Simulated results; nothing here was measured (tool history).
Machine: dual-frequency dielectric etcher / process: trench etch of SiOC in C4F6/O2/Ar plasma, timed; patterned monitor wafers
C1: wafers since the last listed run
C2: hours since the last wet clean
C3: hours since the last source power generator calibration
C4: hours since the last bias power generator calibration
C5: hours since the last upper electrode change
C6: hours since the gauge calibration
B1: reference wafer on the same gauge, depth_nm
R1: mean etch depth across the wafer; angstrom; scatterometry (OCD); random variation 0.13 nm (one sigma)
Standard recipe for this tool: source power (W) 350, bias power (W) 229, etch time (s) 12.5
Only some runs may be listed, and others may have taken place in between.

Run 1, hour 0.0: usual settings; C1 0; C2 170.0; C3 3694.3; C4 3536.2; C5 2606.9; C6 1015.2; B1 29.99. Result: R1 271.7 angstrom.
At hour 74.8: gauge calibrated.
Run 2, hour 98.1: usual settings; C1 1095; C2 268.1; C3 3792.4; C4 3634.3; C5 2705.0; C6 23.3; B1 29.97. Result: R1 268.8 angstrom.
Run 3, hour 201.7: usual settings; C1 1156; C2 371.7; C3 3896.0; C4 3737.9; C5 2808.6; C6 126.9; B1 30.02. Result: R1 265.2 angstrom.
Run 4, hour 283.2: usual settings but bias power (W) 261, etch time (s) 15.0; C1 910; C2 453.2; C3 3977.5; C4 3819.4; C5 2890.1; C6 208.4; B1 30.06. Result: R1 339.9 angstrom.
Run 5, hour 355.4: usual settings but bias power (W) 261, etch time (s) 15.0; C1 806; C2 525.4; C3 4049.7; C4 3891.6; C5 2962.3; C6 280.6; B1 30.02. Result: R1 336.5 angstrom.
At hour 396.4: wet clean of the chamber.
Run 6, hour 456.2: usual settings; C1 857; C2 59.8; C3 4150.5; C4 3992.4; C5 3063.1; C6 381.4; B1 30.00. Result: R1 257.1 angstrom.
Run 7, hour 555.3: usual settings; C1 1106; C2 158.9; C3 4249.6; C4 4091.5; C5 3162.2; C6 480.5; B1 29.99. Result: R1 258.1 angstrom.
At hour 620.7: source power generator calibrated.
Run 8, hour 753.8: usual settings; C1 2172; C2 357.4; C3 133.1; C4 4290.0; C5 3360.7; C6 679.0; B1 30.03. Result: R1 255.1 angstrom.
At hour 804.4: wet clean of the chamber, repeated, since the last time left the tool worse.
Run 9, hour 922.9: usual settings but bias power (W) 215; C1 1620; C2 118.5; C3 302.2; C4 4459.1; C5 3529.8; C6 848.1; B1 29.99. Result: R1 264.8 angstrom.
At hour 1038.2: upper electrode replaced.
Run 10, hour 1038.7: usual settings but etch time (s) 11.5; C1 1025; C2 234.3; C3 418.0; C4 4574.9; C5 0.5; C6 963.9; B1 29.99. Result: R1 250.9 angstrom.
Run 11, hour 1090.0: usual settings but etch time (s) 11.5; C1 572; C2 285.6; C3 469.3; C4 4626.2; C5 51.8; C6 1015.2; B1 29.99. Result: R1 250.3 angstrom.
At hour 1146.1: gauge calibrated.
Run 12, hour 1165.9: usual settings but source power (W) 270; C1 847; C2 361.5; C3 545.2; C4 4702.1; C5 127.7; C6 19.8; B1 30.00. Result: R1 232.3 angstrom.
Run 13, hour 1256.9: usual settings; C1 1016; C2 452.5; C3 636.2; C4 4793.1; C5 218.7; C6 110.8; B1 30.00. Result: R1 268.8 angstrom.
Run 14, hour 1350.5: usual settings but source power (W) 400, bias power (W) 264, etch time (s) 11.0; C1 1045; C2 546.1; C3 729.8; C4 4886.7; C5 312.3; C6 204.4; B1 29.99. Result: R1 268.6 angstrom.
At hour 1446.4: wet clean of the chamber.
Run 15, hour 1446.9: usual settings; C1 808; C2 0.5; C3 826.2; C4 4983.1; C5 408.7; C6 300.8; B1 30.02. Result: R1 274.4 angstrom.
At hour 1597.0: bias power generator calibrated.
Run 16, hour 1616.2: usual settings but bias power (W) 279, etch time (s) 16.0; C1 1845; C2 169.8; C3 995.5; C4 19.2; C5 578.0; C6 470.1; B1 30.02. Result: R1 377.7 angstrom.
Run 17, hour 1678.3: usual settings but bias power (W) 269; C1 693; C2 231.9; C3 1057.6; C4 81.3; C5 640.1; C6 532.2; B1 30.01. Result: R1 288.6 angstrom.
Run 18, hour 1737.6: usual settings but bias power (W) 253, etch time (s) 9.0; C1 662; C2 291.2; C3 1116.9; C4 140.6; C5 699.4; C6 591.5; B1 30.03. Result: R1 202.4 angstrom.

Run 19 is up next; what results do you expect?
Run 19, hour 1800.0: usual settings; C1 696; C2 353.6; C3 1179.3; C4 203.0; C5 761.8; C6 653.9; B1 ?. Result: R1 ?.

B1: 30.00
R1: 271.2 angstrom
The same run, on a tool lacking any hidden state, would have yielded R1 274.8 angstrom.
